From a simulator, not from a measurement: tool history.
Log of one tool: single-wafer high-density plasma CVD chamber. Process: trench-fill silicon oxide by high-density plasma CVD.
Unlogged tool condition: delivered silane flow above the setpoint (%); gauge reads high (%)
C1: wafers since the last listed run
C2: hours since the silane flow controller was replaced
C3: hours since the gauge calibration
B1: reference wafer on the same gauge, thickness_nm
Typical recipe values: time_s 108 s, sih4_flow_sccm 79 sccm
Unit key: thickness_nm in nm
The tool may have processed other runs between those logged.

Run 1, hour 0: usual settings but time_s 115 s; C1 0; C2 4497.8; C3 106.7; B1 925.437. Result: thickness_nm 935.437 nm.
Run 2, hour 14.4: usual settings but time_s 96 s, sih4_flow_sccm 86 sccm; C1 115; C2 4512.2; C3 121.1; B1 925.058. Result: thickness_nm 847.308 nm.
Run 3, hour 29.8: usual settings but time_s 116 s, sih4_flow_sccm 85 sccm; C1 123; C2 4527.6; C3 136.5; B1 924.833. Result: thickness_nm 1012.86 nm.
Run 4, hour 40.6: usual settings but time_s 116 s, sih4_flow_sccm 85 sccm; C1 86; C2 4538.4; C3 147.3; B1 924.691. Result: thickness_nm 1013.208 nm.
At hour 40.8: gauge calibrated.
Run 5, hour 51.2: usual settings but time_s 94 s, sih4_flow_sccm 83 sccm; C1 84; C2 4549; C3 10.4; B1 929.626. Result: thickness_nm 805.966 nm.
Run 6, hour 68.3: usual settings but time_s 94 s, sih4_flow_sccm 83 sccm; C1 136; C2 4566.1; C3 27.5; B1 928.16. Result: thickness_nm 804.27 nm.
Run 7, hour 79.4: usual settings but time_s 91 s, sih4_flow_sccm 67 sccm; C1 88; C2 4577.2; C3 38.6; B1 927.793. Result: thickness_nm 631.426 nm.
Run 8, hour 95.9: usual settings; C1 132; C2 4593.7; C3 55.1; B1 927.03. Result: thickness_nm 880.015 nm.
Run 9, hour 110.5: usual settings; C1 116; C2 4608.3; C3 69.7; B1 926.385. Result: thickness_nm 879.427 nm.
Run 10, hour 128.4: usual settings; C1 143; C2 4626.2; C3 87.6; B1 925.576. Result: thickness_nm 879.478 nm.
Run 11, hour 143.2: usual settings but sih4_flow_sccm 69 sccm; C1 118; C2 4641; C3 102.4; B1 926.048. Result: thickness_nm 769.131 nm.
Run 12, hour 150.1: usual settings but time_s 130 s, sih4_flow_sccm 63 sccm; C1 55; C2 4647.9; C3 109.3; B1 925.316. Result: thickness_nm 848.014 nm.
Run 13, hour 165.6: usual settings but sih4_flow_sccm 75 sccm; C1 124; C2 4663.4; C3 124.8; B1 924.986. Result: thickness_nm 833.665 nm.
Run 14, hour 183.4: usual settings but time_s 101 s; C1 142; C2 4681.2; C3 142.6; B1 925.386. Result: thickness_nm 820.338 nm.
At hour 194.2: silane flow controller replaced.
Run 15, hour 198.8: usual settings but time_s 118 s, sih4_flow_sccm 68 sccm; C1 59; C2 4.6; C3 158; B1 924.911. Result: thickness_nm 828.727 nm.
At hour 203.1: gauge calibrated.
Run 16, hour 213.6: usual settings but time_s 117 s, sih4_flow_sccm 71 sccm; C1 118; C2 19.4; C3 10.5; B1 930.684. Result: thickness_nm 860.349 nm.
Run 17, hour 222.8: usual settings; C1 73; C2 28.6; C3 19.7; B1 929.761. Result: thickness_nm 881.329 nm.
Run 18, hour 239.4: usual settings but time_s 90 s, sih4_flow_sccm 65 sccm; C1 132; C2 45.2; C3 36.3; B1 928.317. Result: thickness_nm 607.283 nm.
Run 19, hour 255.2: usual settings but time_s 128 s, sih4_flow_sccm 90 sccm; C1 126; C2 61; C3 52.1; B1 928.05. Result: thickness_nm 1186.983 nm.
Run 20, hour 262.4: usual settings; C1 57; C2 68.2; C3 59.3; B1 927.294. Result: thickness_nm 878.979 nm.

Branching from run 20: 4 alternative next runs. What would each branch give?
Run A, hour 262.8: usual settings; C1 3; C2 68.6; C3 59.7; B1 ?. Result: thickness_nm ?.
Run B, hour 262.8: usual settings but time_s 91 s; C1 3; C2 68.6; C3 59.7; B1 ?. Result: thickness_nm ?.
Run C, hour 262.8: usual settings but time_s 121 s, sih4_flow_sccm 92 sccm; C1 3; C2 68.6; C3 59.7; B1 ?. Result: thickness_nm ?.
Run D, hour 262.8: usual settings but time_s 95 s, sih4_flow_sccm 91 sccm; C1 3; C2 68.6; C3 59.7; B1 ?. Result: thickness_nm ?.

run      B1  thickness_nm
  A  927.26        882.13
  B  927.26       743.277
  C  927.26      1147.587
  D  927.26       891.379
Had the tool no hidden state, the same runs would have come out as:
run  thickness_nm
  A       885.453
  B       746.076
  C       1151.91
  D       894.737
